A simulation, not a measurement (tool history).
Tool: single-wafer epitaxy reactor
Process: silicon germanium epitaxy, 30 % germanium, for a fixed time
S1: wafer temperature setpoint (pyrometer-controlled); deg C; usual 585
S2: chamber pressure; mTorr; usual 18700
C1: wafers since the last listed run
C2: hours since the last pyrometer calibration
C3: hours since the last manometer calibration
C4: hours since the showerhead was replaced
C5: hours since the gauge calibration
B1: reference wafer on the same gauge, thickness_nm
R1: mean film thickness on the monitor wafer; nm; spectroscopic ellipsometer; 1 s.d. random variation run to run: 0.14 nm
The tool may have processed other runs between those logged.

{"run": 1, "hour": 0.0, "S1": 585, "S2": 18700, "C1": 0, "C2": 176.9, "C3": 1810.8, "C4": 2963.4, "C5": 366.7, "B1": 34.389, "R1": 44.729}
{"run": 2, "hour": 37.9, "S1": 585, "S2": 18700, "C1": 521, "C2": 214.8, "C3": 1848.7, "C4": 3001.3, "C5": 404.6, "B1": 34.424, "R1": 44.943}
{"run": 3, "hour": 88.2, "S1": 585, "S2": 18700, "C1": 692, "C2": 265.1, "C3": 1899.0, "C4": 3051.6, "C5": 454.9, "B1": 34.373, "R1": 45.194}
{"run": 4, "hour": 152.5, "S1": 585, "S2": 16000, "C1": 885, "C2": 329.4, "C3": 1963.3, "C4": 3115.9, "C5": 519.2, "B1": 34.39, "R1": 40.245}
{"run": 5, "hour": 207.5, "S1": 585, "S2": 18700, "C1": 757, "C2": 384.4, "C3": 2018.3, "C4": 3170.9, "C5": 574.2, "B1": 34.414, "R1": 45.27}
{"run": 6, "hour": 235.5, "S1": 585, "S2": 18700, "C1": 385, "C2": 412.4, "C3": 2046.3, "C4": 3198.9, "C5": 602.2, "B1": 34.372, "R1": 45.345}
{"run": 7, "hour": 261.3, "S1": 585, "S2": 18700, "C1": 355, "C2": 438.2, "C3": 2072.1, "C4": 3224.7, "C5": 628.0, "B1": 34.36, "R1": 45.27}
{"run": 8, "hour": 323.9, "S1": 585, "S2": 18700, "C1": 861, "C2": 500.8, "C3": 2134.7, "C4": 3287.3, "C5": 690.6, "B1": 34.404, "R1": 45.599}
{"run": 9, "hour": 366.4, "S1": 585, "S2": 18700, "C1": 585, "C2": 543.3, "C3": 2177.2, "C4": 3329.8, "C5": 733.1, "B1": 34.396, "R1": 45.789}
{"run": 10, "hour": 399.5, "S1": 585, "S2": 18700, "C1": 455, "C2": 576.4, "C3": 2210.3, "C4": 3362.9, "C5": 766.2, "B1": 34.379, "R1": 45.595}
{"run": 11, "hour": 461.4, "S1": 585, "S2": 18700, "C1": 852, "C2": 638.3, "C3": 2272.2, "C4": 3424.8, "C5": 828.1, "B1": 34.408, "R1": 46.059}
{"run": 12, "hour": 508.8, "S1": 585, "S2": 18700, "C1": 652, "C2": 685.7, "C3": 2319.6, "C4": 3472.2, "C5": 875.5, "B1": 34.399, "R1": 45.875}
{"run": 13, "hour": 550.5, "S1": 591, "S2": 15300, "C1": 574, "C2": 727.4, "C3": 2361.3, "C4": 3513.9, "C5": 917.2, "B1": 34.378, "R1": 45.036}
{"run": 14, "hour": 587.9, "S1": 591, "S2": 15300, "C1": 514, "C2": 764.8, "C3": 2398.7, "C4": 3551.3, "C5": 954.6, "B1": 34.393, "R1": 44.917}
{"run": 15, "hour": 617.6, "S1": 592, "S2": 18700, "C1": 408, "C2": 794.5, "C3": 2428.4, "C4": 3581.0, "C5": 984.3, "B1": 34.39, "R1": 53.084}
{"hour": 652.1, "done": "gauge calibrated"}
{"run": 16, "hour": 682.1, "S1": 592, "S2": 18700, "C1": 888, "C2": 859.0, "C3": 2492.9, "C4": 3645.5, "C5": 30.0, "B1": 34.37, "R1": 53.414}
{"run": 17, "hour": 712.2, "S1": 596, "S2": 20800, "C1": 414, "C2": 889.1, "C3": 2523.0, "C4": 3675.6, "C5": 60.1, "B1": 34.373, "R1": 62.525}
{"hour": 731.5, "done": "capacitance manometer re-zeroed and calibrated"}
{"run": 18, "hour": 778.1, "S1": 585, "S2": 21500, "C1": 797, "C2": 955.0, "C3": 46.6, "C4": 3741.5, "C5": 126.0, "B1": 34.405, "R1": 48.162}
{"run": 19, "hour": 804.1, "S1": 585, "S2": 22900, "C1": 357, "C2": 981.0, "C3": 72.6, "C4": 3767.5, "C5": 152.0, "B1": 34.38, "R1": 49.921}
{"run": 20, "hour": 844.0, "S1": 585, "S2": 18700, "C1": 549, "C2": 1020.9, "C3": 112.5, "C4": 3807.4, "C5": 191.9, "B1": 34.393, "R1": 44.101}
{"run": 21, "hour": 896.1, "S1": 585, "S2": 18700, "C1": 717, "C2": 1073.0, "C3": 164.6, "C4": 3859.5, "C5": 244.0, "B1": 34.371, "R1": 44.013}
{"run": 22, "hour": 924.5, "S1": 599, "S2": 22200, "C1": 391, "C2": 1101.4, "C3": 193.0, "C4": 3887.9, "C5": 272.4, "B1": 34.405, "R1": 66.201}
{"run": 23, "hour": 956.8, "S1": 572, "S2": 18700, "C1": 444, "C2": 1133.7, "C3": 225.3, "C4": 3920.2, "C5": 304.7, "B1": 34.421, "R1": 33.167}
{"hour": 1033.9, "done": "pyrometer calibrated"}
{"hour": 1084.1, "done": "showerhead replaced"}
{"run": 24, "hour": 1107.6, "S1": 585, "S2": 18700, "C1": 1855, "C2": 73.7, "C3": 376.1, "C4": 23.5, "C5": 455.5, "B1": 34.367, "R1": 42.97}
{"run": 25, "hour": 1312.3, "S1": 575, "S2": 18700, "C1": 2818, "C2": 278.4, "C3": 580.8, "C4": 228.2, "C5": 660.2, "B1": 34.417, "R1": 35.336}
{"run": 26, "hour": 1370.1, "S1": 572, "S2": 15500, "C1": 795, "C2": 336.2, "C3": 638.6, "C4": 286.0, "C5": 718.0, "B1": 34.422, "R1": 28.766}
{"run": 27, "hour": 1438.8, "S1": 585, "S2": 18700, "C1": 945, "C2": 404.9, "C3": 707.3, "C4": 354.7, "C5": 786.7, "B1": 34.406, "R1": 43.742}
{"run": 28, "hour": 1506.1, "S1": 585, "S2": 20700, "C1": 926, "C2": 472.2, "C3": 774.6, "C4": 422.0, "C5": 854.0, "B1": 34.37, "R1": 47.189}
{"run": 29, "hour": 1535.4, "S1": 572, "S2": 21300, "C1": 403, "C2": 501.5, "C3": 803.9, "C4": 451.3, "C5": 883.3, "B1": 34.417, "R1": 36.299}
{"run": 30, "hour": 1580.3, "S1": 580, "S2": 18700, "C1": 618, "C2": 546.4, "C3": 848.8, "C4": 496.2, "C5": 928.2, "B1": 34.374, "R1": 39.703}
{"run": 31, "hour": 1650.0, "S1": 585, "S2": 18700, "C1": 959, "C2": 616.1, "C3": 918.5, "C4": 565.9, "C5": 997.9, "B1": 34.365, "R1": 44.196}
{"run": 32, "hour": 1693.2, "S1": 596, "S2": 20800, "C1": 594, "C2": 659.3, "C3": 961.7, "C4": 609.1, "C5": 1041.1, "B1": 34.333, "R1": 60.167}

Each run again, without the hidden state but with its own random variation kept:
The tool's hidden condition here consists of: wafer temperature above the value expected at the setpoint (K); true pressure above the setpoint (%); gauge reads high (%).
run=1 R1=42.833
run=2 R1=42.930
run=3 R1=43.038
run=4 R1=38.191
run=5 R1=42.844
run=6 R1=42.861
run=7 R1=42.742
run=8 R1=42.945
run=9 R1=43.058
run=10 R1=42.826
run=11 R1=43.174
run=12 R1=42.940
run=13 R1=42.124
run=14 R1=41.970
run=15 R1=49.567
run=16 R1=49.795
run=17 R1=58.265
run=18 R1=47.109
run=19 R1=48.799
run=20 R1=43.068
run=21 R1=42.930
run=22 R1=64.605
run=23 R1=32.270
run=24 R1=42.819
run=25 R1=34.684
run=26 R1=28.139
run=27 R1=42.676
run=28 R1=45.904
run=29 R1=35.240
run=30 R1=38.498
run=31 R1=42.765
run=32 R1=58.181
